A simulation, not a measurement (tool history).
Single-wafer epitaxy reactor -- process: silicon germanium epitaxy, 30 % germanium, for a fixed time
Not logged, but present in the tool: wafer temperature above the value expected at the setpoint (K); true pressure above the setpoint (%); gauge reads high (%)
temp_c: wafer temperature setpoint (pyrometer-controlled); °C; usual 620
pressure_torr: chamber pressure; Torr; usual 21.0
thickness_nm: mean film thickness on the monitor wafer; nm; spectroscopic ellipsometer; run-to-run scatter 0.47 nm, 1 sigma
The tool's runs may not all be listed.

run,day,temp_c,pressure_torr,wafers since the last listed run,hours since the last pyrometer calibration,hours since the last manometer calibration,hours since the showerhead was replaced,hours since the gauge calibration,"read-back reference wafer on the same gauge, thickness_nm",thickness_nm
1,0.000,620,21.0,0,852.5,905.0,5038.6,1682.1,80.084,82.223
2,8.692,620,21.0,4141,1061.1,1113.6,5247.2,1890.7,80.180,81.576
# day 9.846: gauge calibrated
3,11.258,624,21.0,1223,1122.7,1175.2,5308.8,33.9,80.112,88.588
4,14.233,624,21.0,1417,1194.1,1246.6,5380.2,105.3,80.200,88.935
5,16.321,620,18.1,994,1244.2,1296.7,5430.3,155.4,80.086,77.938
6,18.246,620,18.1,917,1290.4,1342.9,5476.5,201.6,80.009,76.828
7,20.942,620,18.1,1284,1355.1,1407.6,5541.2,266.3,80.099,77.814
8,24.792,628,18.1,1834,1447.5,1500.0,5633.6,358.7,79.979,89.775
9,26.617,628,18.1,869,1491.3,1543.8,5677.4,402.5,80.171,90.494
10,28.171,628,18.1,740,1528.6,1581.1,5714.7,439.8,80.222,89.685
11,30.662,620,19.3,1187,1588.4,1640.9,5774.5,499.6,79.976,79.342
12,33.279,625,21.0,1246,1651.2,1703.7,5837.3,562.4,80.060,90.099
13,37.479,625,21.0,2001,1752.0,1804.5,5938.1,663.2,80.234,89.795
# day 40.592: capacitance manometer re-zeroed and calibrated
14,40.612,620,21.0,1334,1827.2,0.5,6013.3,738.4,80.126,81.534
# day 42.712: pyrometer calibrated
15,44.171,620,21.0,1536,35.0,85.9,6098.7,823.8,79.945,84.492
16,47.633,620,21.0,1650,118.1,169.0,6181.8,906.9,80.049,83.766
17,51.188,615,24.7,1693,203.4,254.3,6267.1,992.2,79.967,80.225
18,52.896,616,25.9,814,244.4,295.3,6308.1,1033.2,79.964,82.978
# day 56.196: showerhead replaced
19,65.308,633,16.7,5756,542.3,593.2,218.7,1331.1,80.186,96.934
20,67.721,614,18.5,1149,600.2,651.1,276.6,1389.0,80.218,69.697
21,71.829,608,22.3,1957,698.8,749.7,375.2,1487.6,79.987,65.798
22,73.942,620,24.3,1006,749.5,800.4,425.9,1538.3,80.190,87.988
23,76.242,613,18.2,1096,804.7,855.6,481.1,1593.5,80.109,67.785
24,78.175,620,21.0,921,851.1,902.0,527.5,1639.9,80.206,82.567
25,80.175,612,22.4,953,899.1,950.0,575.5,1687.9,79.842,71.431
# day 83.317: gauge calibrated
26,83.629,620,21.0,1646,982.0,1032.9,658.4,7.5,79.836,82.811
27,86.142,620,21.0,1197,1042.3,1093.2,718.7,67.8,80.095,82.330
28,90.350,631,21.0,2005,1143.3,1194.2,819.7,168.8,79.941,101.416
29,93.162,620,16.3,1340,1210.8,1261.7,887.2,236.3,80.140,74.720
30,104.650,620,24.6,5474,1486.5,1537.4,1162.9,512.0,80.163,87.900
31,107.408,626,22.6,1314,1552.7,1603.6,1229.1,578.2,79.946,94.723
# day 111.821: pyrometer calibrated
# day 115.767: capacitance manometer re-zeroed and calibrated
32,118.208,607,21.0,4828,153.3,58.6,1488.3,837.4,79.932,64.170
33,121.371,620,21.0,1507,229.2,134.5,1564.2,913.3,80.096,81.800

Predict each of these 5 candidate next runs independently; none follows another, all start after run 33:
A,121.388,620,21.0,7,229.6,134.9,1564.6,913.7,?,?
B,121.388,610,18.0,7,229.6,134.9,1564.6,913.7,?,?
C,121.388,635,15.8,7,229.6,134.9,1564.6,913.7,?,?
D,121.388,620,19.1,7,229.6,134.9,1564.6,913.7,?,?
E,121.388,616,24.8,7,229.6,134.9,1564.6,913.7,?,?

run,"read-back reference wafer on the same gauge, thickness_nm",thickness_nm
A,80.151,83.625
B,80.151,64.464
C,80.151,100.787
D,80.151,80.680
E,80.151,82.222
With no hidden state in the tool, these same runs would have given:
run,thickness_nm
A,85.193
B,65.704
C,102.606
D,82.193
E,83.779
